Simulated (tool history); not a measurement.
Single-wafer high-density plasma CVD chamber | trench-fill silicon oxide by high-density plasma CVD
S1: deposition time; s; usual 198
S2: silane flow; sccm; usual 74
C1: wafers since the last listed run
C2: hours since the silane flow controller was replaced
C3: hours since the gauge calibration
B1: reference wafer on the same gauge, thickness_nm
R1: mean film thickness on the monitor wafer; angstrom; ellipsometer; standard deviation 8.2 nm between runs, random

Run 1, hour 0.0: usual settings; C1 0; C2 1166.2; C3 900.1; B1 1370.314. Result: R1 14362.83 angstrom.
Run 2, hour 43.4: usual settings; C1 312; C2 1209.6; C3 943.5; B1 1368.655. Result: R1 14082.80 angstrom.
Run 3, hour 135.7: usual settings; C1 664; C2 1301.9; C3 1035.8; B1 1370.249. Result: R1 14161.94 angstrom.
Run 4, hour 187.8: usual settings; C1 375; C2 1354.0; C3 1087.9; B1 1370.274. Result: R1 14193.34 angstrom.
Run 5, hour 242.6: usual settings; C1 394; C2 1408.8; C3 1142.7; B1 1369.609. Result: R1 14211.69 angstrom.
Run 6, hour 343.9: usual settings but S2 66 sccm; C1 729; C2 1510.1; C3 1244.0; B1 1369.260. Result: R1 13118.22 angstrom.
Run 7, hour 450.7: usual settings but S2 66 sccm; C1 769; C2 1616.9; C3 1350.8; B1 1370.544. Result: R1 13146.00 angstrom.
Run 8, hour 516.5: usual settings; C1 473; C2 1682.7; C3 1416.6; B1 1370.745. Result: R1 14137.54 angstrom.
Run 9, hour 562.0: usual settings but S1 212 s; C1 327; C2 1728.2; C3 1462.1; B1 1369.534. Result: R1 15138.25 angstrom.
Run 10, hour 668.6: usual settings but S1 212 s; C1 767; C2 1834.8; C3 1568.7; B1 1370.486. Result: R1 15210.40 angstrom.
Run 11, hour 748.0: usual settings but S1 212 s; C1 571; C2 1914.2; C3 1648.1; B1 1370.914. Result: R1 15005.22 angstrom.
Run 12, hour 847.1: usual settings; C1 713; C2 2013.3; C3 1747.2; B1 1370.674. Result: R1 14014.31 angstrom.
Run 13, hour 917.0: usual settings; C1 503; C2 2083.2; C3 1817.1; B1 1371.618. Result: R1 14070.53 angstrom.
Run 14, hour 990.3: usual settings; C1 527; C2 2156.5; C3 1890.4; B1 1369.966. Result: R1 14112.23 angstrom.
Run 15, hour 1075.2: usual settings but S1 225 s, S2 80 sccm; C1 611; C2 2241.4; C3 1975.3; B1 1369.584. Result: R1 16918.43 angstrom.
Run 16, hour 1137.2: usual settings but S1 184 s; C1 446; C2 2303.4; C3 2037.3; B1 1369.454. Result: R1 13141.23 angstrom.
Run 17, hour 1217.2: usual settings but S1 184 s; C1 576; C2 2383.4; C3 2117.3; B1 1369.144. Result: R1 13017.26 angstrom.
Run 18, hour 1286.9: usual settings but S2 70 sccm; C1 501; C2 2453.1; C3 2187.0; B1 1370.366. Result: R1 13748.07 angstrom.
Run 19, hour 1324.9: usual settings but S2 70 sccm; C1 273; C2 2491.1; C3 2225.0; B1 1369.392. Result: R1 13667.44 angstrom.
Run 20, hour 1404.1: usual settings but S2 84 sccm; C1 570; C2 2570.3; C3 2304.2; B1 1371.327. Result: R1 15065.72 angstrom.
Run 21, hour 1488.1: usual settings but S1 160 s, S2 64 sccm; C1 604; C2 2654.3; C3 2388.2; B1 1369.826. Result: R1 10500.16 angstrom.
Run 22, hour 1545.5: usual settings but S1 166 s; C1 413; C2 2711.7; C3 2445.6; B1 1369.890. Result: R1 11859.62 angstrom.
Run 23, hour 1623.3: usual settings but S1 212 s; C1 560; C2 2789.5; C3 2523.4; B1 1368.273. Result: R1 14991.49 angstrom.
Run 24, hour 1715.1: usual settings but S1 236 s, S2 89 sccm; C1 661; C2 2881.3; C3 2615.2; B1 1371.320. Result: R1 18848.34 angstrom.
At hour 1730.9: silane flow controller replaced.
Run 25, hour 1799.2: usual settings but S2 81 sccm; C1 547; C2 68.3; C3 2699.3; B1 1369.797. Result: R1 14671.41 angstrom.
Run 26, hour 1853.1: usual settings; C1 388; C2 122.2; C3 2753.2; B1 1370.485. Result: R1 13774.07 angstrom.
Run 27, hour 1931.8: usual settings but S1 183 s, S2 67 sccm; C1 566; C2 200.9; C3 2831.9; B1 1370.330. Result: R1 11933.80 angstrom.
At hour 1955.8: gauge calibrated.
Run 28, hour 1971.9: usual settings but S1 225 s, S2 65 sccm; C1 288; C2 241.0; C3 16.1; B1 1369.691. Result: R1 14411.31 angstrom.
Run 29, hour 2065.8: usual settings; C1 676; C2 334.9; C3 110.0; B1 1369.436. Result: R1 13786.12 angstrom.
At hour 2100.6: silane flow controller replaced, repeated, since the last time left the tool worse.
Run 30, hour 2116.7: usual settings but S1 212 s, S2 60 sccm; C1 308; C2 16.1; C3 160.9; B1 1370.825. Result: R1 13541.98 angstrom.
Run 31, hour 2185.0: usual settings but S1 183 s, S2 60 sccm; C1 491; C2 84.4; C3 229.2; B1 1370.834. Result: R1 11595.13 angstrom.
Run 32, hour 2229.0: usual settings; C1 316; C2 128.4; C3 273.2; B1 1370.416. Result: R1 14244.25 angstrom.
Run 33, hour 2314.5: usual settings; C1 615; C2 213.9; C3 358.7; B1 1369.016. Result: R1 14249.25 angstrom.
Run 34, hour 2357.5: usual settings but S1 220 s; C1 309; C2 256.9; C3 401.7; B1 1370.046. Result: R1 15792.50 angstrom.
Run 35, hour 2398.6: usual settings; C1 295; C2 298.0; C3 442.8; B1 1368.353. Result: R1 14015.79 angstrom.
Run 36, hour 2454.0: usual settings but S1 233 s, S2 62 sccm; C1 398; C2 353.4; C3 498.2; B1 1369.166. Result: R1 14986.21 angstrom.
Run 37, hour 2560.5: usual settings but S1 219 s, S2 78 sccm; C1 766; C2 459.9; C3 604.7; B1 1370.669. Result: R1 16136.26 angstrom.
Run 38, hour 2610.5: usual settings; C1 360; C2 509.9; C3 654.7; B1 1369.741. Result: R1 14149.17 angstrom.

Measured result minus the same run's result without the hidden state. Both carry the same run-to-run variation, though not necessarily the same gauge scatter:
The tool's hidden condition here consists of: delivered silane flow above the setpoint (%); gauge reads high (%).
run       R1
  1  -242.79
  2  -243.01
  3  -254.30
  4  -260.11
  5  -265.68
  6  -253.52
  7  -261.96
  8  -286.54
  9  -310.21
 10  -319.06
 11  -319.71
 12  -303.89
 13  -308.55
 14  -312.85
 15  -379.41
 16  -296.99
 17  -296.93
 18  -315.93
 19  -315.27
 20  -350.14
 21  -245.81
 22  -278.92
 23  -354.63
 24  -448.66
 25  -648.52
 26  -627.54
 27  -565.89
 28  -696.30
 29  -693.25
 30  -115.72
 31  -118.53
 32  -160.20
 33  -186.95
 34  -221.20
 35  -207.72
 36  -237.82
 37  -286.20
 38  -262.46
